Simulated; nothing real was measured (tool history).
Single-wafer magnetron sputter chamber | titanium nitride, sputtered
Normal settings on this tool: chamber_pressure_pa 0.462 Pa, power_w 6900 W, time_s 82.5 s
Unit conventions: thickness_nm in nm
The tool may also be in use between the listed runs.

| run | hour | chamber_pressure_pa | power_w | time_s | wafers since the last listed run | wafers on the sputter target | hours since the last manometer calibration | hours since the magnet pack was replaced | hours since the gauge calibration | read-back reference wafer on the same gauge, thickness_nm | thickness_nm |
|---|---|---|---|---|---|---|---|---|---|---|---|
| 1 | 0.0 | 0.415 | 6900 | 82.5 | 0 | 1660 | 1411.8 | 5051.5 | 480.0 | 118.003 | 103.474 |
| 2 | 16.7 | 0.462 | 6900 | 94.7 | 130 | 1790 | 1428.5 | 5068.2 | 496.7 | 118.013 | 117.287 |
| 3 | 95.4 | 0.462 | 6900 | 94.7 | 614 | 2404 | 1507.2 | 5146.9 | 575.4 | 117.972 | 117.220 |
| 4 | 108.7 | 0.462 | 6900 | 94.7 | 103 | 2508 | 1520.5 | 5160.2 | 588.7 | 117.956 | 117.323 |
| 5 | 138.9 | 0.462 | 6900 | 82.5 | 235 | 2743 | 1550.7 | 5190.4 | 618.9 | 118.050 | 102.363 |
| 6 | 168.2 | 0.462 | 6900 | 82.5 | 228 | 2972 | 1580.0 | 5219.7 | 648.2 | 117.999 | 101.853 |
| 7 | 185.1 | 0.462 | 6900 | 82.5 | 131 | 3104 | 1596.9 | 5236.6 | 665.1 | 117.954 | 102.083 |
|  | 203.8 | magnet pack replaced |
| 8 | 214.3 | 0.609 | 6900 | 82.5 | 165 | 3269 | 1626.1 | 10.5 | 694.3 | 118.007 | 98.571 |
| 9 | 238.6 | 0.609 | 6900 | 82.5 | 189 | 3459 | 1650.4 | 34.8 | 718.6 | 118.038 | 98.763 |
|  | 248.8 | gauge calibrated |
| 10 | 252.0 | 0.462 | 6900 | 76.5 | 104 | 3563 | 1663.8 | 48.2 | 3.2 | 117.945 | 94.320 |
| 11 | 278.4 | 0.462 | 6900 | 76.5 | 206 | 3769 | 1690.2 | 74.6 | 29.6 | 118.045 | 94.426 |
| 12 | 297.8 | 0.462 | 6900 | 82.5 | 151 | 3921 | 1709.6 | 94.0 | 49.0 | 117.929 | 101.965 |
| 13 | 329.9 | 0.281 | 6900 | 75.1 | 250 | 4171 | 1741.7 | 126.1 | 81.1 | 117.979 | 96.830 |
| 14 | 351.2 | 0.561 | 5500 | 94.3 | 166 | 4338 | 1763.0 | 147.4 | 102.4 | 118.043 | 90.840 |
| 15 | 377.4 | 0.462 | 6900 | 82.5 | 204 | 4542 | 1789.2 | 173.6 | 128.6 | 118.051 | 101.636 |
|  | 397.5 | capacitance manometer re-zeroed and calibrated |
| 16 | 398.0 | 0.462 | 6900 | 82.5 | 98 | 4640 | 0.5 | 194.2 | 149.2 | 118.009 | 102.182 |
| 17 | 408.0 | 0.462 | 7550 | 82.5 | 78 | 4718 | 10.5 | 204.2 | 159.2 | 117.981 | 111.624 |
| 18 | 441.3 | 0.462 | 6900 | 82.5 | 259 | 4978 | 43.8 | 237.5 | 192.5 | 118.004 | 102.010 |
| 19 | 470.7 | 0.462 | 7400 | 75.1 | 229 | 5208 | 73.2 | 266.9 | 221.9 | 117.925 | 99.413 |
|  | 486.3 | sputter target and shields replaced |
| 20 | 498.8 | 0.462 | 5350 | 89.6 | 156 | 97 | 101.3 | 295.0 | 250.0 | 118.081 | 87.211 |
| 21 | 532.1 | 0.462 | 8100 | 95.3 | 259 | 357 | 134.6 | 328.3 | 283.3 | 117.968 | 140.111 |
| 22 | 562.0 | 0.397 | 6900 | 82.5 | 233 | 590 | 164.5 | 358.2 | 313.2 | 117.993 | 104.831 |
| 23 | 588.2 | 0.462 | 6900 | 82.5 | 204 | 795 | 190.7 | 384.4 | 339.4 | 117.956 | 102.582 |
| 24 | 614.3 | 0.301 | 6900 | 98.1 | 203 | 998 | 216.8 | 410.5 | 365.5 | 118.033 | 126.393 |
| 25 | 645.1 | 0.462 | 6900 | 82.5 | 240 | 1239 | 247.6 | 441.3 | 396.3 | 118.058 | 102.868 |

5 ways to go on from here, each from the tool as it stands after run 25. What would each give?
| A | 645.5 | 0.462 | 6900 | 82.5 | 3 | 1242 | 248.0 | 441.7 | 396.7 | ? | ? |
| B | 645.5 | 0.462 | 5350 | 97.8 | 3 | 1242 | 248.0 | 441.7 | 396.7 | ? | ? |
| C | 645.5 | 0.462 | 5700 | 82.5 | 3 | 1242 | 248.0 | 441.7 | 396.7 | ? | ? |
| D | 645.5 | 0.533 | 6450 | 82.5 | 3 | 1242 | 248.0 | 441.7 | 396.7 | ? | ? |
| E | 645.5 | 0.639 | 5600 | 77.9 | 3 | 1242 | 248.0 | 441.7 | 396.7 | ? | ? |

| run | read-back reference wafer on the same gauge, thickness_nm | thickness_nm |
|---|---|---|
| A | 118.035 | 102.724 |
| B | 118.035 | 94.419 |
| C | 118.035 | 84.859 |
| D | 118.035 | 94.505 |
| E | 118.035 | 75.665 |
Had the tool no hidden state, the same runs would have come out as:
| run | thickness_nm |
|---|---|
| A | 103.479 |
| B | 95.113 |
| C | 85.483 |
| D | 95.199 |
| E | 76.222 |

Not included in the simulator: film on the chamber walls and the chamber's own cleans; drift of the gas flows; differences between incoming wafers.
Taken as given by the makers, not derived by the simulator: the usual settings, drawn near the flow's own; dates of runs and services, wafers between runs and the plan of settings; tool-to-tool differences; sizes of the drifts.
